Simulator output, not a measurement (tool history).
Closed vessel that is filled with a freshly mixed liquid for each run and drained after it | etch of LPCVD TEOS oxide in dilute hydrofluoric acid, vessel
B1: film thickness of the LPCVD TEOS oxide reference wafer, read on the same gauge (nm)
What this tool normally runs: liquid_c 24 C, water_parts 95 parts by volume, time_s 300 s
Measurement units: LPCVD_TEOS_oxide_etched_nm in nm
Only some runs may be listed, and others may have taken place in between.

Run 1, hour 0: usual settings; B1 60. Result: LPCVD_TEOS_oxide_etched_nm 52.28 nm.
Run 2, hour 24.9: usual settings; B1 60.01. Result: LPCVD_TEOS_oxide_etched_nm 53.5 nm.
Run 3, hour 37.5: usual settings; B1 60.01. Result: LPCVD_TEOS_oxide_etched_nm 53.4 nm.
Run 4, hour 69.2: usual settings but water_parts 75 parts by volume; B1 60.02. Result: LPCVD_TEOS_oxide_etched_nm 70.29 nm.
Run 5, hour 81.5: usual settings but liquid_c 27 C; B1 59.99. Result: LPCVD_TEOS_oxide_etched_nm 61.05 nm.
Run 6, hour 110.3: usual settings but liquid_c 27 C; B1 60. Result: LPCVD_TEOS_oxide_etched_nm 60.99 nm.
Run 7, hour 129.1: usual settings but water_parts 60 parts by volume; B1 60.01. Result: LPCVD_TEOS_oxide_etched_nm 89.62 nm.
Run 8, hour 143.6: usual settings but water_parts 60 parts by volume; B1 60.02. Result: LPCVD_TEOS_oxide_etched_nm 89.9 nm.
Run 9, hour 173.9: usual settings but water_parts 55 parts by volume; B1 59.99. Result: LPCVD_TEOS_oxide_etched_nm 99.51 nm.
Run 10, hour 207.6: usual settings but time_s 340 s; B1 60.01. Result: LPCVD_TEOS_oxide_etched_nm 62.99 nm.
Run 11, hour 221.6: usual settings; B1 60.01. Result: LPCVD_TEOS_oxide_etched_nm 54.82 nm.
Run 12, hour 249.7: usual settings; B1 60.01. Result: LPCVD_TEOS_oxide_etched_nm 55.05 nm.
At hour 255.6: gauge calibrated.
Run 13, hour 281.2: usual settings; B1 60. Result: LPCVD_TEOS_oxide_etched_nm 55.46 nm.
Run 14, hour 303.2: usual settings but liquid_c 21 C; B1 59.98. Result: LPCVD_TEOS_oxide_etched_nm 50.05 nm.
Run 15, hour 318.1: usual settings but liquid_c 21 C; B1 59.99. Result: LPCVD_TEOS_oxide_etched_nm 49.57 nm.
Run 16, hour 349.8: usual settings; B1 60.02. Result: LPCVD_TEOS_oxide_etched_nm 56.23 nm.
At hour 356.3: hydrofluoric acid flow meter replaced.
Run 17, hour 371.9: usual settings but liquid_c 19 C, water_parts 130 parts by volume, time_s 345 s; B1 59.98. Result: LPCVD_TEOS_oxide_etched_nm 34.25 nm.
Run 18, hour 397.5: usual settings but water_parts 110 parts by volume; B1 59.98. Result: LPCVD_TEOS_oxide_etched_nm 45.05 nm.
At hour 408.7: thermometer replaced.
Run 19, hour 445.8: usual settings; B1 60. Result: LPCVD_TEOS_oxide_etched_nm 52.84 nm.
Run 20, hour 457.9: usual settings but liquid_c 22.5 C, time_s 350 s; B1 59.98. Result: LPCVD_TEOS_oxide_etched_nm 59.07 nm.
Run 21, hour 497.1: usual settings but time_s 160 s; B1 59.99. Result: LPCVD_TEOS_oxide_etched_nm 28.91 nm.
Run 22, hour 517.9: usual settings but liquid_c 26.5 C, time_s 205 s; B1 60. Result: LPCVD_TEOS_oxide_etched_nm 40.19 nm.
Run 23, hour 547.8: usual settings but water_parts 130 parts by volume; B1 60.03. Result: LPCVD_TEOS_oxide_etched_nm 37.44 nm.
Run 24, hour 572: usual settings; B1 60.03. Result: LPCVD_TEOS_oxide_etched_nm 53.65 nm.
Run 25, hour 650.2: usual settings; B1 60. Result: LPCVD_TEOS_oxide_etched_nm 54.59 nm.
Run 26, hour 667.1: usual settings; B1 60.03. Result: LPCVD_TEOS_oxide_etched_nm 54.79 nm.
Run 27, hour 696: usual settings but liquid_c 19.5 C, water_parts 120 parts by volume, time_s 145 s; B1 60. Result: LPCVD_TEOS_oxide_etched_nm 17.27 nm.
Run 28, hour 711: usual settings; B1 59.97. Result: LPCVD_TEOS_oxide_etched_nm 54.25 nm.
Run 29, hour 741.1: usual settings but liquid_c 25.5 C, water_parts 120 parts by volume, time_s 220 s; B1 60. Result: LPCVD_TEOS_oxide_etched_nm 33.32 nm.
Run 30, hour 761.4: usual settings but liquid_c 27.5 C, water_parts 125 parts by volume, time_s 420 s; B1 60. Result: LPCVD_TEOS_oxide_etched_nm 64.8 nm.
Run 31, hour 791.7: usual settings but liquid_c 28 C; B1 60. Result: LPCVD_TEOS_oxide_etched_nm 65.42 nm.
Run 32, hour 818.9: usual settings; B1 59.99. Result: LPCVD_TEOS_oxide_etched_nm 56.09 nm.
At hour 828.1: hydrofluoric acid flow meter replaced.
Run 33, hour 841.5: usual settings but liquid_c 26.5 C, water_parts 135 parts by volume, time_s 140 s; B1 59.99. Result: LPCVD_TEOS_oxide_etched_nm 17.96 nm.
Run 34, hour 863.4: usual settings; B1 59.99. Result: LPCVD_TEOS_oxide_etched_nm 52.95 nm.

Forecast each of these 3 alternatives for the next run:
Run A, hour 864.1: usual settings; B1 ?. Result: LPCVD_TEOS_oxide_etched_nm ?.
Run B, hour 864.1: usual settings but water_parts 140 parts by volume, time_s 165 s; B1 ?. Result: LPCVD_TEOS_oxide_etched_nm ?.
Run C, hour 864.1: usual settings but liquid_c 22 C, water_parts 140 parts by volume; B1 ?. Result: LPCVD_TEOS_oxide_etched_nm ?.

run     B1  LPCVD_TEOS_oxide_etched_nm
  A  60.02                       52.61
  B  60.02                       18.61
  C  60.02                       31.31
The same runs, with their run-to-run variation unchanged, on a tool lacking any hidden condition would have given:
run  LPCVD_TEOS_oxide_etched_nm
  A                       52.18
  B                       18.45
  C                       31.04

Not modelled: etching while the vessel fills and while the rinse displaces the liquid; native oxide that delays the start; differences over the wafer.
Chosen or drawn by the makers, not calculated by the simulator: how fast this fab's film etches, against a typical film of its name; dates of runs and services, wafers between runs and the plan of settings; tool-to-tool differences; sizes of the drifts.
